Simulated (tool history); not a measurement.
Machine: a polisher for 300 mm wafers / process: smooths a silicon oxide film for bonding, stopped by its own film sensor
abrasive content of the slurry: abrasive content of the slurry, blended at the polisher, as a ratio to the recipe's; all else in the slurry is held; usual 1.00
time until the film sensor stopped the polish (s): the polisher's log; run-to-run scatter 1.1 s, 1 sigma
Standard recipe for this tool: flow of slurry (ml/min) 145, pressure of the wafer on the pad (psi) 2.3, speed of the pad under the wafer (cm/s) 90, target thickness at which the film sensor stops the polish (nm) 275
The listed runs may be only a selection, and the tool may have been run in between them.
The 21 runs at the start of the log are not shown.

run	day	flow of slurry (ml/min)	pressure of the wafer on the pad (psi)	speed of the pad under the wafer (cm/s)	abrasive content of the slurry	target thickness at which the film sensor stops the polish (nm)	wafers since the last listed run	wafers polished on this pad	hours since the slurry nozzle was cleaned	hours since the head pressure was calibrated	hours since the slurry blender was calibrated	incoming thickness of the incoming film, nm	time until the film sensor stopped the polish (s)
22	57.004	145	1.6	90	1.00	275	581	1795	102.8	256.5	247.6	325.4	91.7
23	59.583	145	2.3	90	1.00	275	520	2316	164.7	318.4	309.5	321.0	58.4
24	62.029	145	2.3	90	1.00	275	493	2809	223.4	377.1	368.2	321.9	60.7
# day 62.529: slurry blender recalibrated
# day 65.496: head pressure recalibrated
# day 65.521: worn pad replaced by a new one
25	66.000	145	2.3	90	1.00	275	762	96	318.7	12.1	83.3	320.6	58.6
26	70.104	145	2.3	90	1.00	275	828	924	417.2	110.6	181.8	318.2	55.6
27	72.571	145	2.3	110	1.00	275	497	1422	476.4	169.8	241.0	319.0	47.4
# day 74.279: slurry nozzle cleaned
28	76.767	145	2.3	90	1.00	275	838	2260	59.7	270.5	341.7	324.2	64.6
29	78.933	145	2.3	120	1.00	275	437	2697	111.7	322.5	393.7	315.2	39.1
# day 81.696: slurry blender recalibrated
# day 83.475: worn pad replaced by a new one
30	83.496	170	2.7	90	1.15	270	870	4	221.2	432.0	43.2	319.7	50.6
# day 86.558: head pressure recalibrated
31	87.025	145	2.6	78	1.00	275	695	699	305.9	11.2	127.9	313.2	48.2

Branching from run 31: 3 alternative next runs. What would each branch give?
A	87.042	145	2.3	64	1.00	275	3	703	306.3	11.6	128.3	321.7	?
B	87.042	145	2.3	90	1.00	282	3	703	306.3	11.6	128.3	321.7	?
C	87.042	130	2.3	90	1.00	263	3	703	306.3	11.6	128.3	321.7	?

run	time until the film sensor stopped the polish (s)
A	79.1
B	51.2
C	77.4
Take away the tool's hidden state, keep each run's random variation, and the runs would have read:
run	time until the film sensor stopped the polish (s)
A	79.1
B	51.2
C	77.4
